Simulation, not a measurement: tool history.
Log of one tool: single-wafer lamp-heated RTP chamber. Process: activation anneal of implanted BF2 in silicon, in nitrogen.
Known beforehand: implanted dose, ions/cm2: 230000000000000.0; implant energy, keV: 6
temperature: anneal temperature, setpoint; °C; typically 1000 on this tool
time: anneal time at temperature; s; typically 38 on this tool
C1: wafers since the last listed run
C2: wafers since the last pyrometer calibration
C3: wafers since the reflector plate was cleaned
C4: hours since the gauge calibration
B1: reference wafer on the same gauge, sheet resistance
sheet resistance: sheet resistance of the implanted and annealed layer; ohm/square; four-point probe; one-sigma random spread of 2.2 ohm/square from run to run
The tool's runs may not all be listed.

run 1 hour=0 | temperature=1000 time=38 | C1=0 C2=8010 C3=7522 C4=656.7 | B1=648.02 | sheet_resistance=547.79
-- hour=50.8 reflector plate cleaned
-- hour=76.3 pyrometer window cleaned and pyrometer calibrated
run 2 hour=96.7 | temperature=1000 time=38 | C1=994 C2=251 C3=467 C4=753.4 | B1=648.22 | sheet_resistance=566.06
run 3 hour=148.7 | temperature=1000 time=38 | C1=640 C2=891 C3=1107 C4=805.4 | B1=647.8 | sheet_resistance=562.18
run 4 hour=191.4 | temperature=1000 time=38 | C1=526 C2=1417 C3=1633 C4=848.1 | B1=647.59 | sheet_resistance=558.95
run 5 hour=270.4 | temperature=1000 time=38 | C1=973 C2=2391 C3=2607 C4=927.1 | B1=648.13 | sheet_resistance=561.18
run 6 hour=309.1 | temperature=1000 time=38 | C1=476 C2=2867 C3=3083 C4=965.8 | B1=648.07 | sheet_resistance=562.59
run 7 hour=405.8 | temperature=1000 time=38 | C1=1191 C2=4059 C3=4275 C4=1062.5 | B1=647.65 | sheet_resistance=556.6
run 8 hour=483.7 | temperature=1000 time=38 | C1=959 C2=5018 C3=5234 C4=1140.4 | B1=648.48 | sheet_resistance=556.23
run 9 hour=563.1 | temperature=1000 time=38 | C1=978 C2=5997 C3=6213 C4=1219.8 | B1=647.97 | sheet_resistance=553.97
run 10 hour=668.2 | temperature=1000 time=38 | C1=1294 C2=7291 C3=7507 C4=1324.9 | B1=647.71 | sheet_resistance=552.74
-- hour=742.7 reflector plate cleaned
run 11 hour=748.8 | temperature=993 time=51 | C1=894 C2=8186 C3=75 C4=1405.5 | B1=647.53 | sheet_resistance=546.84
run 12 hour=809.6 | temperature=993 time=51 | C1=749 C2=8935 C3=824 C4=1466.3 | B1=647.92 | sheet_resistance=541.48
-- hour=863.8 pyrometer window cleaned and pyrometer calibrated
run 13 hour=866.4 | temperature=1000 time=53 | C1=601 C2=32 C3=1425 C4=1523.1 | B1=647.93 | sheet_resistance=546.51
run 14 hour=904.3 | temperature=1000 time=53 | C1=466 C2=498 C3=1892 C4=1561 | B1=647.92 | sheet_resistance=544.1
run 15 hour=1060.1 | temperature=1013 time=57 | C1=1919 C2=2418 C3=3811 C4=1716.8 | B1=648.43 | sheet_resistance=524.96
run 16 hour=1343.1 | temperature=1016 time=60 | C1=3486 C2=5904 C3=7297 C4=1999.8 | B1=648.24 | sheet_resistance=516.93
-- hour=1387.7 reflector plate cleaned
run 17 hour=1401.6 | temperature=1000 time=38 | C1=622 C2=6526 C3=171 C4=2058.3 | B1=647.98 | sheet_resistance=551.85
run 18 hour=1499 | temperature=1000 time=38 | C1=1199 C2=7726 C3=1371 C4=2155.7 | B1=647.69 | sheet_resistance=549.05
-- hour=1567 pyrometer window cleaned and pyrometer calibrated
run 19 hour=1605.1 | temperature=1021 time=24 | C1=1208 C2=469 C3=2580 C4=2261.8 | B1=648.18 | sheet_resistance=549.14
run 20 hour=1654.9 | temperature=980 time=24 | C1=613 C2=1082 C3=3193 C4=2311.6 | B1=647.53 | sheet_resistance=628.3
run 21 hour=1922.6 | temperature=1000 time=23 | C1=3297 C2=4380 C3=6491 C4=2579.3 | B1=647.8 | sheet_resistance=580.24

Run 22 has not been measured yet. What should we expect?
-- hour=1933.5 gauge calibrated
run 22 hour=2015.1 | temperature=1000 time=38 | C1=1139 C2=5520 C3=7631 C4=81.6 | B1=? | sheet_resistance=?

{"run 22": {"B1": 648.11, "sheet resistance": 559.03}}
With the hidden condition absent and the run-to-run variation left alone, this run would have shown sheet resistance 567.3 ohm/square.
